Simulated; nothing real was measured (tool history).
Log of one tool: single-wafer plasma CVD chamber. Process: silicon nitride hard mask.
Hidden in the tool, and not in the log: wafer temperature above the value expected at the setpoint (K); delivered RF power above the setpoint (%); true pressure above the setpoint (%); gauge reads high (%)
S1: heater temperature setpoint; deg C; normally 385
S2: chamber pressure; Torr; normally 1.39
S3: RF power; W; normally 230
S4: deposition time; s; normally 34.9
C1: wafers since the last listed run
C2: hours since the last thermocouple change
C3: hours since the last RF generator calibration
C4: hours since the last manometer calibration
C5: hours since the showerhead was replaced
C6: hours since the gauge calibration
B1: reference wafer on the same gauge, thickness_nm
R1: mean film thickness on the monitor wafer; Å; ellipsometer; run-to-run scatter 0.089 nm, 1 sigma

run 1 hour=0 | S1=385 S2=1.39 S3=210 S4=34.9 | C1=0 C2=798.1 C3=831.7 C4=1883.5 C5=4951.3 C6=118.1 | B1=26.852 | R1=273.36
run 2 hour=17.5 | S1=385 S2=1.39 S3=210 S4=34.9 | C1=447 C2=815.6 C3=849.2 C4=1901 C5=4968.8 C6=135.6 | B1=26.829 | R1=274.6
run 3 hour=27.2 | S1=385 S2=1.39 S3=210 S4=34.9 | C1=248 C2=825.3 C3=858.9 C4=1910.7 C5=4978.5 C6=145.3 | B1=26.798 | R1=272.29
run 4 hour=38.4 | S1=381 S2=1.39 S3=230 S4=34.9 | C1=286 C2=836.5 C3=870.1 C4=1921.9 C5=4989.7 C6=156.5 | B1=26.786 | R1=296.98
run 5 hour=52.4 | S1=381 S2=1.39 S3=230 S4=34.9 | C1=357 C2=850.5 C3=884.1 C4=1935.9 C5=5003.7 C6=170.5 | B1=26.795 | R1=297.1
run 6 hour=70.2 | S1=381 S2=1.39 S3=230 S4=34.9 | C1=455 C2=868.3 C3=901.9 C4=1953.7 C5=5021.5 C6=188.3 | B1=26.768 | R1=296.3
-- hour=89.9 showerhead replaced
run 7 hour=90.4 | S1=385 S2=1.39 S3=230 S4=34.9 | C1=311 C2=888.5 C3=922.1 C4=1973.9 C5=0.5 C6=208.5 | B1=26.855 | R1=295.58
run 8 hour=98.5 | S1=385 S2=1.39 S3=230 S4=34.9 | C1=207 C2=896.6 C3=930.2 C4=1982 C5=8.6 C6=216.6 | B1=26.781 | R1=294.78
run 9 hour=109.9 | S1=382 S2=1.39 S3=230 S4=34.9 | C1=291 C2=908 C3=941.6 C4=1993.4 C5=20 C6=228 | B1=26.797 | R1=296.58
-- hour=121.2 capacitance manometer re-zeroed and calibrated
run 10 hour=121.7 | S1=382 S2=1.39 S3=230 S4=34.9 | C1=97 C2=919.8 C3=953.4 C4=0.5 C5=31.8 C6=239.8 | B1=26.847 | R1=293.7
run 11 hour=129.4 | S1=396 S2=1.39 S3=255 S4=38.5 | C1=196 C2=927.5 C3=961.1 C4=8.2 C5=39.5 C6=247.5 | B1=26.802 | R1=354.4
run 12 hour=145.9 | S1=385 S2=1.39 S3=230 S4=34.9 | C1=421 C2=944 C3=977.6 C4=24.7 C5=56 C6=264 | B1=26.788 | R1=294.13
run 13 hour=157.1 | S1=385 S2=1.48 S3=270 S4=34.9 | C1=286 C2=955.2 C3=988.8 C4=35.9 C5=67.2 C6=275.2 | B1=26.807 | R1=343
run 14 hour=174.9 | S1=391 S2=1.52 S3=205 S4=34.9 | C1=455 C2=973 C3=1006.6 C4=53.7 C5=85 C6=293 | B1=26.789 | R1=272.15
-- hour=181.4 gauge calibrated
run 15 hour=189.6 | S1=398 S2=1.39 S3=215 S4=34.9 | C1=375 C2=987.7 C3=1021.3 C4=68.4 C5=99.7 C6=8.2 | B1=26.79 | R1=276.17
-- hour=209.8 thermocouple changed; heater temperature recalibrated
-- hour=212.5 RF generator calibrated
run 16 hour=213 | S1=385 S2=1.39 S3=230 S4=34.9 | C1=325 C2=3.2 C3=0.5 C4=91.8 C5=123.1 C6=31.6 | B1=26.813 | R1=309.53
run 17 hour=220 | S1=398 S2=1.29 S3=200 S4=37.1 | C1=178 C2=10.2 C3=7.5 C4=98.8 C5=130.1 C6=38.6 | B1=26.809 | R1=281.03
run 18 hour=232.8 | S1=391 S2=1.39 S3=245 S4=39 | C1=327 C2=23 C3=20.3 C4=111.6 C5=142.9 C6=51.4 | B1=26.787 | R1=364.9
run 19 hour=241.5 | S1=376 S2=1.05 S3=185 S4=39.7 | C1=222 C2=31.7 C3=29 C4=120.3 C5=151.6 C6=60.1 | B1=26.807 | R1=263.02
run 20 hour=255.9 | S1=385 S2=1.39 S3=230 S4=34.9 | C1=368 C2=46.1 C3=43.4 C4=134.7 C5=166 C6=74.5 | B1=26.846 | R1=307.77
run 21 hour=268.7 | S1=397 S2=1.66 S3=230 S4=34.9 | C1=327 C2=58.9 C3=56.2 C4=147.5 C5=178.8 C6=87.3 | B1=26.82 | R1=323.42

Branching from run 21: 3 alternative next runs. What would each branch give?
run A hour=269.1 | S1=385 S2=1.39 S3=230 S4=37.8 | C1=10 C2=59.3 C3=56.6 C4=147.9 C5=179.2 C6=87.7 | B1=? | R1=?
run B hour=269.1 | S1=400 S2=1.39 S3=270 S4=34.9 | C1=10 C2=59.3 C3=56.6 C4=147.9 C5=179.2 C6=87.7 | B1=? | R1=?
run C hour=269.1 | S1=385 S2=1.39 S3=230 S4=36.9 | C1=10 C2=59.3 C3=56.6 C4=147.9 C5=179.2 C6=87.7 | B1=? | R1=?

run=A B1=26.801 R1=334.83
run=B B1=26.801 R1=351.38
run=C B1=26.801 R1=326.87
Stripped of hidden state, with their random variation kept, the same runs would have yielded:
run=A R1=340.09
run=B R1=356.44
run=C R1=332.01
